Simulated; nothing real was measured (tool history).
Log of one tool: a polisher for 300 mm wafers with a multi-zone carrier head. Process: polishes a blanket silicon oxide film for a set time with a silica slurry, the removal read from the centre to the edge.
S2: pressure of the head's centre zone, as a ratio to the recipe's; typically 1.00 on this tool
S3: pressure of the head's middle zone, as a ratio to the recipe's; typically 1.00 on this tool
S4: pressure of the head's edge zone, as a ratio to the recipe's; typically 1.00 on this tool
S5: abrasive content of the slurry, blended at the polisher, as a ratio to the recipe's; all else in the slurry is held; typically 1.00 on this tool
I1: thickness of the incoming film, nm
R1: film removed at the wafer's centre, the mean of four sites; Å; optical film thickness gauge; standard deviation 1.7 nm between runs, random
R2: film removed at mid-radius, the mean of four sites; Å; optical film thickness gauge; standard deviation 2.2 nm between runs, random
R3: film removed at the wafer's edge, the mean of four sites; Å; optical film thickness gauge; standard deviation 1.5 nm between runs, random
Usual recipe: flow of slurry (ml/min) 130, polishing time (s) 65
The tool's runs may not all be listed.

{"run": 1, "hour": 0.0, "flow of slurry (ml/min)": 130, "S2": 1.0, "S3": 1.0, "S4": 1.0, "S5": 1.0, "polishing time (s)": 65, "I1": 805.6, "R1": 1733, "R2": 1722, "R3": 1713}
{"run": 2, "hour": 41.2, "flow of slurry (ml/min)": 130, "S2": 1.0, "S3": 1.0, "S4": 1.0, "S5": 1.0, "polishing time (s)": 65, "I1": 795.0, "R1": 1737, "R2": 1728, "R3": 1684}
{"run": 3, "hour": 57.6, "flow of slurry (ml/min)": 130, "S2": 1.0, "S3": 1.07, "S4": 1.0, "S5": 1.0, "polishing time (s)": 57, "I1": 787.8, "R1": 1467, "R2": 1591, "R3": 1461}
{"run": 4, "hour": 72.9, "flow of slurry (ml/min)": 130, "S2": 1.0, "S3": 1.07, "S4": 1.0, "S5": 1.0, "polishing time (s)": 57, "I1": 792.8, "R1": 1427, "R2": 1547, "R3": 1429}
{"hour": 86.0, "done": "worn pad replaced by a new one"}
{"run": 5, "hour": 86.5, "flow of slurry (ml/min)": 130, "S2": 1.0, "S3": 1.07, "S4": 1.0, "S5": 1.0, "polishing time (s)": 57, "I1": 805.3, "R1": 1490, "R2": 1587, "R3": 1481}
{"run": 6, "hour": 91.5, "flow of slurry (ml/min)": 130, "S2": 1.0, "S3": 1.0, "S4": 1.0, "S5": 1.0, "polishing time (s)": 65, "I1": 783.5, "R1": 1732, "R2": 1748, "R3": 1692}
{"hour": 100.9, "done": "edge zone pressure recalibrated"}
{"run": 7, "hour": 101.2, "flow of slurry (ml/min)": 130, "S2": 1.0, "S3": 1.0, "S4": 1.0, "S5": 1.0, "polishing time (s)": 65, "I1": 796.4, "R1": 1708, "R2": 1762, "R3": 1721}
{"run": 8, "hour": 112.6, "flow of slurry (ml/min)": 130, "S2": 1.0, "S3": 1.0, "S4": 1.0, "S5": 1.0, "polishing time (s)": 65, "I1": 797.6, "R1": 1706, "R2": 1708, "R3": 1712}
{"run": 9, "hour": 119.4, "flow of slurry (ml/min)": 130, "S2": 1.0, "S3": 1.0, "S4": 1.0, "S5": 1.0, "polishing time (s)": 65, "I1": 783.0, "R1": 1701, "R2": 1756, "R3": 1713}
{"run": 10, "hour": 129.5, "flow of slurry (ml/min)": 130, "S2": 1.0, "S3": 1.0, "S4": 1.0, "S5": 1.0, "polishing time (s)": 65, "I1": 791.5, "R1": 1672, "R2": 1686, "R3": 1674}
{"run": 11, "hour": 144.8, "flow of slurry (ml/min)": 130, "S2": 1.0, "S3": 1.0, "S4": 1.0, "S5": 1.0, "polishing time (s)": 65, "I1": 802.8, "R1": 1664, "R2": 1714, "R3": 1670}
{"run": 12, "hour": 155.5, "flow of slurry (ml/min)": 130, "S2": 1.0, "S3": 1.0, "S4": 1.0, "S5": 1.15, "polishing time (s)": 65, "I1": 793.3, "R1": 1705, "R2": 1717, "R3": 1749}
{"hour": 171.6, "done": "carrier head's membrane replaced by a new one"}
{"run": 13, "hour": 172.1, "flow of slurry (ml/min)": 130, "S2": 0.94, "S3": 1.0, "S4": 1.0, "S5": 1.0, "polishing time (s)": 65, "I1": 784.4, "R1": 1536, "R2": 1654, "R3": 1604}
{"run": 14, "hour": 176.5, "flow of slurry (ml/min)": 130, "S2": 1.0, "S3": 1.04, "S4": 1.0, "S5": 1.0, "polishing time (s)": 58, "I1": 778.5, "R1": 1428, "R2": 1520, "R3": 1453}
{"hour": 183.3, "done": "slurry nozzle cleaned"}
{"run": 15, "hour": 183.8, "flow of slurry (ml/min)": 130, "S2": 1.0, "S3": 1.0, "S4": 1.1, "S5": 1.0, "polishing time (s)": 65, "I1": 800.0, "R1": 1670, "R2": 1698, "R3": 1717}
{"hour": 189.4, "done": "worn pad replaced by a new one"}
{"run": 16, "hour": 197.6, "flow of slurry (ml/min)": 155, "S2": 1.0, "S3": 1.0, "S4": 1.05, "S5": 0.7, "polishing time (s)": 65, "I1": 777.0, "R1": 1627, "R2": 1639, "R3": 1581}
{"run": 17, "hour": 214.1, "flow of slurry (ml/min)": 130, "S2": 1.04, "S3": 1.0, "S4": 1.0, "S5": 1.0, "polishing time (s)": 74, "I1": 790.5, "R1": 1999, "R2": 1978, "R3": 1965}
{"run": 18, "hour": 226.9, "flow of slurry (ml/min)": 130, "S2": 1.0, "S3": 1.0, "S4": 1.0, "S5": 1.0, "polishing time (s)": 65, "I1": 797.9, "R1": 1722, "R2": 1734, "R3": 1726}
{"hour": 229.4, "done": "centre zone pressure recalibrated"}
{"run": 19, "hour": 239.6, "flow of slurry (ml/min)": 130, "S2": 1.04, "S3": 1.0, "S4": 1.0, "S5": 1.0, "polishing time (s)": 65, "I1": 785.2, "R1": 1756, "R2": 1731, "R3": 1686}
{"run": 20, "hour": 292.3, "flow of slurry (ml/min)": 130, "S2": 1.0, "S3": 1.0, "S4": 1.0, "S5": 1.0, "polishing time (s)": 65, "I1": 778.4, "R1": 1616, "R2": 1634, "R3": 1592}

Predict each of these 3 candidate next runs independently; none follows another, all start after run 20:
{"run": "A", "hour": 292.7, "flow of slurry (ml/min)": 130, "S2": 1.0, "S3": 1.0, "S4": 1.07, "S5": 1.0, "polishing time (s)": 65, "I1": 791.5, "R1": "?", "R2": "?", "R3": "?"}
{"run": "B", "hour": 292.7, "flow of slurry (ml/min)": 130, "S2": 1.0, "S3": 1.0, "S4": 1.0, "S5": 1.25, "polishing time (s)": 65, "I1": 791.5, "R1": "?", "R2": "?", "R3": "?"}
{"run": "C", "hour": 292.7, "flow of slurry (ml/min)": 130, "S2": 1.05, "S3": 1.08, "S4": 1.0, "S5": 1.0, "polishing time (s)": 65, "I1": 791.5, "R1": "?", "R2": "?", "R3": "?"}

run=A R1=1607 R2=1606 R3=1646
run=B R1=1725 R2=1724 R3=1708
run=C R1=1680 R2=1715 R3=1590
Take away the tool's hidden state, keep each run's random variation, and the runs would have read:
run=A R1=1764 R2=1758 R3=1788
run=B R1=1893 R2=1886 R3=1856
run=C R1=1844 R2=1876 R3=1727

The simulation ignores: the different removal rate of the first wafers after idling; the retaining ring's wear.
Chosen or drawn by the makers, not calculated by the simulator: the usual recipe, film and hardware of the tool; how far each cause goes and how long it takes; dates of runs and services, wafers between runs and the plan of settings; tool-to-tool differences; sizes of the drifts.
